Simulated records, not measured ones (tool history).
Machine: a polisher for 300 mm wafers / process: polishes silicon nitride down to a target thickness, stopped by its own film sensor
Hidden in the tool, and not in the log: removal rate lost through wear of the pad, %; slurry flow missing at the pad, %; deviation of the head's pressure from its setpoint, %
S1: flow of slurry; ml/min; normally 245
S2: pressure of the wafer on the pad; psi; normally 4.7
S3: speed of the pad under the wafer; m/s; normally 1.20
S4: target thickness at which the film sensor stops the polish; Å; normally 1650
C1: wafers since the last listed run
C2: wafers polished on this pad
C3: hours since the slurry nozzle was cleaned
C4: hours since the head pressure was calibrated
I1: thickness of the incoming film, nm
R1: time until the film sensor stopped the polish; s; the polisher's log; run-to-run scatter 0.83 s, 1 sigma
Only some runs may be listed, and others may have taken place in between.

run   hour   S1   S2    S3    S4   C1    C2     C3     C4     I1    R1
  1    0.0  245  4.7  1.20  1800    0   137  375.3  639.8  309.6  55.1
  2   46.7  245  4.7  1.20  1800  595   732  422.0  686.5  315.5  63.4
  3   55.5  245  4.7  1.20  1800  112   844  430.8  695.3  312.8  62.5
  4   66.4  245  4.7  1.32  1650  138   983  441.7  706.2  310.6  64.8
      75.0  -- worn pad replaced by a new one
  5   75.5  245  4.7  1.36  2050   64     6  450.8  715.3  310.5  41.9
  6   84.6  245  4.7  1.36  2050  115   122  459.9  724.4  305.3  39.9
  7   96.2  245  4.7  1.36  2050  147   270  471.5  736.0  311.4  43.5
  8  104.0  245  4.7  1.20  1650   99   369  479.3  743.8  305.7  62.8
  9  111.8  245  4.7  1.20  1650   99   469  487.1  751.6  312.0  67.1
 10  129.6  245  4.7  1.20  1650  226   696  504.9  769.4  306.7  66.3
 11  144.2  245  4.7  1.20  1650  186   882  519.5  784.0  314.5  68.9
 12  161.3  245  4.7  1.20  1650  217  1100  536.6  801.1  310.6  70.4
     165.5  -- worn pad replaced by a new one
 13  170.3  245  4.7  1.20  1650   63    61  545.6  810.1  305.2  60.4
 14  180.0  245  4.7  1.04  1650  123   184  555.3  819.8  314.7  72.4
 15  197.3  245  4.7  1.04  1650  220   405  572.6  837.1  308.8  70.9
     204.7  -- slurry nozzle cleaned
 16  210.9  245  4.1  1.20  1900  160   565    6.2  850.7  312.4  63.2
 17  224.6  245  4.7  1.20  1650  174   740   19.9  864.4  310.0  68.7
     236.5  -- worn pad replaced by a new one
 18  240.0  210  6.2  1.34  1650  145    44   35.3  879.8  314.4  48.9
 19  254.2  245  6.1  0.86  1650  180   224   49.5  894.0  307.1  59.2
 20  262.7  245  4.7  1.20  1650  108   333   58.0  902.5  305.9  62.9
     265.8  -- head pressure recalibrated
 21  285.2  245  4.7  1.20  1650  261   594   80.5   19.4  303.2  63.6
 22  300.6  245  4.3  1.20  1650  196   790   95.9   34.8  312.4  74.7
     309.1  -- worn pad replaced by a new one
 23  309.6  245  4.7  1.40  1650   63     6  104.9   43.8  310.9  55.7
 24  320.8  245  4.7  1.20  1650  142   149  116.1   55.0  304.8  62.1
 25  328.2  245  6.0  1.20  1650   94   243  123.5   62.4  313.3  52.5
 26  339.4  245  4.7  1.20  1650  142   386  134.7   73.6  312.9  64.5
 27  355.2  245  5.5  1.20  2040  201   587  150.5   89.4  309.6  41.5
 28  372.2  245  4.7  1.20  1940  216   804  167.5  106.4  314.5  55.6
     390.0  -- worn pad replaced by a new one
 29  390.5  245  4.7  1.40  1650  182     6  185.8  124.7  306.4  55.8
 30  398.5  245  4.7  1.56  2140  101   108  193.8  132.7  312.1  35.9
 31  406.8  245  4.7  1.20  1650  105   214  202.1  141.0  310.6  63.4

Predict each of these 3 candidate next runs independently; none follows another, all start after run 31:
  A  407.2  245  4.7  1.20  1650   5  219  202.5  141.4  311.6   ?
  B  407.2  245  5.8  1.60  1650   5  219  202.5  141.4  311.6   ?
  C  407.2  210  4.7  1.20  1650   5  219  202.5  141.4  311.6   ?

run    R1
  A  66.0
  B  45.9
  C  66.9
The same runs, with their run-to-run variation unchanged, on a tool lacking any hidden condition would have given:
run    R1
  A  64.4
  B  44.7
  C  65.2

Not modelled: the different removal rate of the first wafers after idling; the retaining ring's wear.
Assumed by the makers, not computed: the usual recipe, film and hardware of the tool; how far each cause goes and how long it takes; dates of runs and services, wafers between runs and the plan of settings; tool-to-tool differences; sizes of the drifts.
